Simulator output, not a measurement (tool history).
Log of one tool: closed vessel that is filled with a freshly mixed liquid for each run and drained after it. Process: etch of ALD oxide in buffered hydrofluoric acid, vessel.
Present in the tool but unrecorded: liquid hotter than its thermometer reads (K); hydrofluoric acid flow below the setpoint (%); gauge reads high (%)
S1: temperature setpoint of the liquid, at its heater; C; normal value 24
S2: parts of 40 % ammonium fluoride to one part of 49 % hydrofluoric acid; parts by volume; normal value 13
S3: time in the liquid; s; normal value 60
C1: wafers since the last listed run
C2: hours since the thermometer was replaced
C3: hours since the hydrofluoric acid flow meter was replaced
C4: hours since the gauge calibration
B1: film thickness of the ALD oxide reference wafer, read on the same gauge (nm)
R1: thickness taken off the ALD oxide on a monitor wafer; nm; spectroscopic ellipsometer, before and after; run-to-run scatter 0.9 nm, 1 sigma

run 1 hour=0 | S1=24 S2=13 S3=60 | C1=0 C2=1456 C3=262.6 C4=137.6 | B1=39.96 | R1=173.08
run 2 hour=31.2 | S1=24 S2=13 S3=60 | C1=2345 C2=1487.2 C3=293.8 C4=168.8 | B1=39.9 | R1=174.78
run 3 hour=72.9 | S1=24 S2=13 S3=35 | C1=3134 C2=1528.9 C3=335.5 C4=210.5 | B1=39.84 | R1=101.75
run 4 hour=115.8 | S1=24 S2=13 S3=35 | C1=3224 C2=1571.8 C3=378.4 C4=253.4 | B1=39.78 | R1=101.53
run 5 hour=177.7 | S1=24 S2=13 S3=60 | C1=4652 C2=1633.7 C3=440.3 C4=315.3 | B1=39.66 | R1=173.67
run 6 hour=225.8 | S1=24 S2=11.5 S3=60 | C1=3615 C2=1681.8 C3=488.4 C4=363.4 | B1=39.59 | R1=196.16
run 7 hour=320.1 | S1=24 S2=11.5 S3=60 | C1=7087 C2=1776.1 C3=582.7 C4=457.7 | B1=39.44 | R1=194.17
run 8 hour=349 | S1=24 S2=13 S3=60 | C1=2172 C2=1805 C3=611.6 C4=486.6 | B1=39.4 | R1=172.71
run 9 hour=411.4 | S1=24 S2=13 S3=60 | C1=4690 C2=1867.4 C3=674 C4=549 | B1=39.29 | R1=171.03
run 10 hour=439.7 | S1=24 S2=13 S3=60 | C1=2127 C2=1895.7 C3=702.3 C4=577.3 | B1=39.25 | R1=172.22
run 11 hour=465 | S1=24 S2=11.5 S3=60 | C1=1901 C2=1921 C3=727.6 C4=602.6 | B1=39.24 | R1=194.68
-- hour=506.3 hydrofluoric acid flow meter replaced
run 12 hour=533.8 | S1=21 S2=10 S3=80 | C1=5096 C2=1989.8 C3=27.5 C4=671.4 | B1=39.12 | R1=250.87
run 13 hour=581.8 | S1=24 S2=13 S3=60 | C1=3607 C2=2037.8 C3=75.5 C4=719.4 | B1=39 | R1=171.83
-- hour=591.1 thermometer replaced
run 14 hour=638.1 | S1=25.5 S2=16.5 S3=75 | C1=4156 C2=47 C3=131.8 C4=775.7 | B1=38.94 | R1=183.03
run 15 hour=696.1 | S1=27 S2=13 S3=60 | C1=4359 C2=105 C3=189.8 C4=833.7 | B1=38.86 | R1=201.58
-- hour=719.5 gauge calibrated
run 16 hour=723.3 | S1=25.5 S2=16.5 S3=75 | C1=2044 C2=132.2 C3=217 C4=3.8 | B1=40.13 | R1=189.16
run 17 hour=791.2 | S1=20.5 S2=11.5 S3=80 | C1=5103 C2=200.1 C3=284.9 C4=71.7 | B1=40.02 | R1=217.07
run 18 hour=817.5 | S1=24 S2=13 S3=85 | C1=1976 C2=226.4 C3=311.2 C4=98 | B1=39.97 | R1=249.97
run 19 hour=880.6 | S1=26 S2=16 S3=40 | C1=4742 C2=289.5 C3=374.3 C4=161.1 | B1=39.88 | R1=105.71
run 20 hour=908.5 | S1=27 S2=11 S3=60 | C1=2097 C2=317.4 C3=402.2 C4=189 | B1=39.82 | R1=244.21
run 21 hour=947.6 | S1=24 S2=10 S3=45 | C1=2938 C2=356.5 C3=441.3 C4=228.1 | B1=39.79 | R1=169.76

Forecast each of these 4 alternatives for the next run:
run A hour=948.3 | S1=24 S2=13 S3=60 | C1=52 C2=357.2 C3=442 C4=228.8 | B1=? | R1=?
run B hour=948.3 | S1=24 S2=13 S3=70 | C1=52 C2=357.2 C3=442 C4=228.8 | B1=? | R1=?
run C hour=948.3 | S1=24 S2=13 S3=75 | C1=52 C2=357.2 C3=442 C4=228.8 | B1=? | R1=?
run D hour=948.3 | S1=22 S2=9.5 S3=75 | C1=52 C2=357.2 C3=442 C4=228.8 | B1=? | R1=?

run=A B1=39.76 R1=173.9
run=B B1=39.76 R1=202.88
run=C B1=39.76 R1=217.37
run=D B1=39.76 R1=259.88
Stripped of hidden state, with their random variation kept, the same runs would have yielded:
run=A R1=174.94
run=B R1=204.1
run=C R1=218.68
run=D R1=261.44

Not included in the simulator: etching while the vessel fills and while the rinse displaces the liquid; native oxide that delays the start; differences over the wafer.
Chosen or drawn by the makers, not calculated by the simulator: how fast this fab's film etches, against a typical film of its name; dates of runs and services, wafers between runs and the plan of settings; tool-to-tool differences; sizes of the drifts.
